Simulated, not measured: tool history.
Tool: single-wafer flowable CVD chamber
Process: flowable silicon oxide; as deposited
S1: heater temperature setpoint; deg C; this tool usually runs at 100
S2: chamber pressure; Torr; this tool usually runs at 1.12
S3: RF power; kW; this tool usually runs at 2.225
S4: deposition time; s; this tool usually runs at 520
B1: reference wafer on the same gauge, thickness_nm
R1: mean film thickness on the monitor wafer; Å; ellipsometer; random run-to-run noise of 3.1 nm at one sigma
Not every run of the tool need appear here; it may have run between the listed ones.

{"run": 1, "day": 0.0, "S1": 111, "S2": 1.12, "S3": 2.225, "S4": 520, "B1": 452.522, "R1": 4255.84}
{"run": 2, "day": 1.092, "S1": 100, "S2": 1.12, "S3": 2.225, "S4": 458, "B1": 452.881, "R1": 5268.32}
{"run": 3, "day": 2.154, "S1": 100, "S2": 1.12, "S3": 2.225, "S4": 458, "B1": 453.427, "R1": 5286.93}
{"run": 4, "day": 3.008, "S1": 100, "S2": 1.05, "S3": 2.225, "S4": 520, "B1": 452.243, "R1": 5618.82}
{"run": 5, "day": 4.504, "S1": 100, "S2": 1.05, "S3": 2.225, "S4": 520, "B1": 452.467, "R1": 5647.38}
{"run": 6, "day": 5.138, "S1": 100, "S2": 1.05, "S3": 2.225, "S4": 520, "B1": 452.92, "R1": 5609.62}
{"run": 7, "day": 6.292, "S1": 100, "S2": 1.12, "S3": 2.225, "S4": 458, "B1": 452.907, "R1": 5252.11}
{"run": 8, "day": 7.112, "S1": 100, "S2": 1.12, "S3": 2.225, "S4": 520, "B1": 453.203, "R1": 6037.36}
{"run": 9, "day": 8.317, "S1": 91, "S2": 1.12, "S3": 2.225, "S4": 468, "B1": 452.723, "R1": 7040.61}
{"run": 10, "day": 11.183, "S1": 100, "S2": 1.12, "S3": 2.225, "S4": 520, "B1": 453.865, "R1": 6023.41}
{"run": 11, "day": 13.579, "S1": 105, "S2": 0.95, "S3": 2.225, "S4": 435, "B1": 452.399, "R1": 3702.95}
{"run": 12, "day": 14.921, "S1": 107, "S2": 1.37, "S3": 2.225, "S4": 442, "B1": 453.054, "R1": 5139.56}
{"run": 13, "day": 15.458, "S1": 100, "S2": 1.36, "S3": 2.225, "S4": 618, "B1": 453.276, "R1": 8744.76}
{"run": 14, "day": 16.888, "S1": 100, "S2": 1.12, "S3": 2.61, "S4": 520, "B1": 453.071, "R1": 6148.41}
{"run": 15, "day": 17.888, "S1": 100, "S2": 1.12, "S3": 2.58, "S4": 577, "B1": 452.932, "R1": 6913.18}
{"run": 16, "day": 19.333, "S1": 114, "S2": 1.12, "S3": 2.53, "S4": 520, "B1": 452.94, "R1": 3563.8}
{"run": 17, "day": 20.338, "S1": 100, "S2": 1.12, "S3": 2.355, "S4": 458, "B1": 452.983, "R1": 4724.97}
{"run": 18, "day": 21.392, "S1": 100, "S2": 1.12, "S3": 2.225, "S4": 520, "B1": 453.163, "R1": 5345.58}
{"run": 19, "day": 21.975, "S1": 100, "S2": 1.12, "S3": 2.225, "S4": 520, "B1": 452.584, "R1": 5338.89}
{"run": 20, "day": 22.725, "S1": 100, "S2": 1.12, "S3": 2.225, "S4": 520, "B1": 452.726, "R1": 5346.64}
{"run": 21, "day": 23.396, "S1": 112, "S2": 0.93, "S3": 2.075, "S4": 520, "B1": 453.167, "R1": 3021.93}
{"run": 22, "day": 24.529, "S1": 100, "S2": 1.12, "S3": 2.045, "S4": 520, "B1": 452.558, "R1": 5213.91}
{"run": 23, "day": 25.296, "S1": 100, "S2": 1.12, "S3": 2.225, "S4": 520, "B1": 453.186, "R1": 5313.2}
{"run": 24, "day": 26.058, "S1": 91, "S2": 0.94, "S3": 1.84, "S4": 520, "B1": 452.816, "R1": 5539.96}
{"run": 25, "day": 27.083, "S1": 100, "S2": 1.36, "S3": 2.53, "S4": 471, "B1": 453.457, "R1": 5986.93}
{"run": 26, "day": 28.312, "S1": 104, "S2": 1.12, "S3": 2.225, "S4": 520, "B1": 453.076, "R1": 4751.47}
{"run": 27, "day": 29.179, "S1": 100, "S2": 1.12, "S3": 2.225, "S4": 520, "B1": 452.912, "R1": 5341.21}

Between the runs listed above, the log contained 4 entries, not reproduced here. Where in the sequence does each belong, and how does what the log doesn't record of the tool's condition differ from the listed run before to the listed run after?
Logged between run 8 and run 9: RF generator calibrated (day 7.717)
  wafer temperature above the value expected at the setpoint (K): -4.2 -> -4.24
  measured value less the no-hidden-state value, R1: +703.78 -> +802.39 Å
Logged between run 13 and run 14: capacitance manometer re-zeroed and calibrated (day 16); gauge calibrated (day 16.408)
  wafer temperature above the value expected at the setpoint (K): -4.51 -> -4.56
  measured value less the no-hidden-state value, R1: +1090.2 -> +775 Å
Logged between run 15 and run 16: thermocouple changed; heater temperature recalibrated (day 19.312)
  wafer temperature above the value expected at the setpoint (K): -4.6 -> 0.0722
  measured value less the no-hidden-state value, R1: +878.08 -> -7.28 Å

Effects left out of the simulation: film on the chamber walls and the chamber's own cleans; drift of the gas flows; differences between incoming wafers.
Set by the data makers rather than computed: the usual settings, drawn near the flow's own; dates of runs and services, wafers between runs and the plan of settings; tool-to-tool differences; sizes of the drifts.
